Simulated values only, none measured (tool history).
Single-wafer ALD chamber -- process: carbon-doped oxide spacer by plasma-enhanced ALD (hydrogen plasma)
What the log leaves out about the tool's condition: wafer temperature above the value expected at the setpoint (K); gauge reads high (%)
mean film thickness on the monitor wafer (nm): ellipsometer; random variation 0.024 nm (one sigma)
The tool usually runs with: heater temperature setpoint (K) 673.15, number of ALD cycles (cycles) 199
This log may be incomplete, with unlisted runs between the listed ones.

run    hour  heater temperature setpoint (K)  number of ALD cycles (cycles)  wafers since the last listed run  hours since the last thermocouple change  hours since the gauge calibration  read-back reference wafer on the same gauge, thickness_nm  mean film thickness on the monitor wafer (nm)
  1     0.0                           683.15                            221                                 0                                    1148.9                              435.0                                                     10.680                                          9.870
  2    43.1                           683.15                            221                                86                                    1192.0                              478.1                                                     10.678                                          9.809
  3    95.9                           683.15                            221                               105                                    1244.8                              530.9                                                     10.692                                          9.786
  4   183.3                           673.15                            199                               175                                    1332.2                              618.3                                                     10.667                                          9.043
  5   273.5                           673.15                            199                               180                                    1422.4                              708.5                                                     10.691                                          9.068
  6   337.9                           673.15                            199                               129                                    1486.8                              772.9                                                     10.672                                          9.007
  7   411.9                           673.15                            199                               148                                    1560.8                              846.9                                                     10.681                                          8.995
  8   483.0                           673.15                            188                               142                                    1631.9                              918.0                                                     10.674                                          8.514
      487.4  -- gauge calibrated
  9   577.8                           673.15                            186                               190                                    1726.7                               90.4                                                     10.680                                          8.383
      587.2  -- thermocouple changed; heater temperature recalibrated
 10   855.2                           673.15                            199                               540                                     268.0                              367.8                                                     10.686                                          9.183
 11   925.2                           666.15                            226                               140                                     338.0                              437.8                                                     10.684                                         10.445
 12   964.8                           678.15                            175                                79                                     377.6                              477.4                                                     10.681                                          7.984
 13  1065.0                           659.15                            220                               200                                     477.8                              577.6                                                     10.677                                         10.206
 14  1137.6                           687.15                            199                               145                                     550.4                              650.2                                                     10.677                                          8.841
 15  1186.1                           673.15                            211                                97                                     598.9                              698.7                                                     10.684                                          9.713
 16  1292.4                           679.15                            219                               213                                     705.2                              805.0                                                     10.689                                          9.888

Here are 4 independent what-if runs from the current tool condition. What would each one return?
  A  1293.1                           673.15                            199                                 1                                     705.9                              805.7                                                          ?                                              ?
  B  1293.1                           683.15                            227                                 1                                     705.9                              805.7                                                          ?                                              ?
  C  1293.1                           685.15                            221                                 1                                     705.9                              805.7                                                          ?                                              ?
  D  1293.1                           679.15                            168                                 1                                     705.9                              805.7                                                          ?                                              ?

run  read-back reference wafer on the same gauge, thickness_nm  mean film thickness on the monitor wafer (nm)
  A                                                     10.675                                          9.144
  B                                                     10.675                                         10.154
  C                                                     10.675                                          9.832
  D                                                     10.675                                          7.597
What these runs would have given with no unlogged condition in the tool:
run  mean film thickness on the monitor wafer (nm)
  A                                          9.180
  B                                         10.195
  C                                          9.872
  D                                          7.627
